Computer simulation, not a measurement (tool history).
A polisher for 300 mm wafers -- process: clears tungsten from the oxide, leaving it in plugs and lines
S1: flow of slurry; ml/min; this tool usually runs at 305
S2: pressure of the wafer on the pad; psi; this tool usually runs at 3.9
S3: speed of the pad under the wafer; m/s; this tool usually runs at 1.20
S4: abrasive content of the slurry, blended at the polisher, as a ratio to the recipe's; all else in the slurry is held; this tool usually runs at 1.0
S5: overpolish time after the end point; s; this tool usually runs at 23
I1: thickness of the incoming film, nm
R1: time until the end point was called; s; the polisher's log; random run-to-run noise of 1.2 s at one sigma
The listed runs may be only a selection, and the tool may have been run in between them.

run    hour   S1   S2    S3   S4  S5     I1     R1
  1     0.0  305  4.2  1.20  1.0  19  340.9   62.6
  2    32.7  305  3.9  1.20  1.0  23  333.5   67.8
  3   104.3  305  3.9  1.20  1.0  23  335.2   69.0
  4   159.0  305  3.9  1.40  1.0  23  342.9   66.4
      205.7  -- worn pad replaced by a new one
  5   206.2  305  3.9  1.20  1.0  23  339.7   69.1
      239.1  -- slurry blender recalibrated
  6   254.2  305  3.9  1.20  1.0  23  341.8   75.7
      318.0  -- slurry tank refilled with fresh slurry and peroxide
  7   319.9  305  3.9  1.20  1.0  23  342.0   69.3
  8   374.0  200  5.0  0.84  1.0  15  343.2   80.0
  9   432.1  305  3.9  1.20  1.0  19  347.5   79.5
      470.4  -- head pressure recalibrated
      487.0  -- worn pad replaced by a new one
 10   488.2  305  3.2  0.82  1.1  23  342.3  115.7
 11   513.5  305  3.4  1.04  1.0  23  340.0   92.2
 12   574.9  305  3.9  1.20  1.0  23  340.2   78.2
      587.7  -- slurry blender recalibrated
 13   661.0  305  3.9  1.20  1.0  23  344.0   91.7
      667.7  -- slurry tank refilled with fresh slurry and peroxide
 14   699.4  305  3.1  1.20  1.0  23  339.9   91.8
      742.2  -- slurry nozzle cleaned
 15   759.6  235  2.6  1.20  1.0  31  337.8  109.1
      784.8  -- worn pad replaced by a new one
 16   802.1  305  3.9  1.20  1.0  18  339.7   69.5
 17   827.4  205  5.0  1.20  1.0  23  339.8   60.8
      894.6  -- slurry blender recalibrated
 18   895.0  340  2.9  0.88  1.1  23  337.5  128.9
 19   956.8  360  3.9  1.56  1.2  14  343.3   62.1
 20   982.3  305  3.9  1.20  1.0  23  347.0   87.1
     1005.4  -- slurry tank refilled with fresh slurry and peroxide
 21  1015.7  305  3.9  1.20  1.0  23  341.8   70.3
 22  1073.9  200  3.9  1.20  1.0  15  339.4   74.7
     1084.2  -- worn pad replaced by a new one
 23  1101.5  380  3.9  1.20  1.2  23  340.6   61.0

Run 24 comes next. What will it give?
 24  1158.6  305  3.9  1.20  1.0  23  338.0   ?

{"run 24": {"R1": 69.1}}
Take away the tool's hidden state, keep the run-to-run variation as it was, and the same run would have given R1 59.4 s.

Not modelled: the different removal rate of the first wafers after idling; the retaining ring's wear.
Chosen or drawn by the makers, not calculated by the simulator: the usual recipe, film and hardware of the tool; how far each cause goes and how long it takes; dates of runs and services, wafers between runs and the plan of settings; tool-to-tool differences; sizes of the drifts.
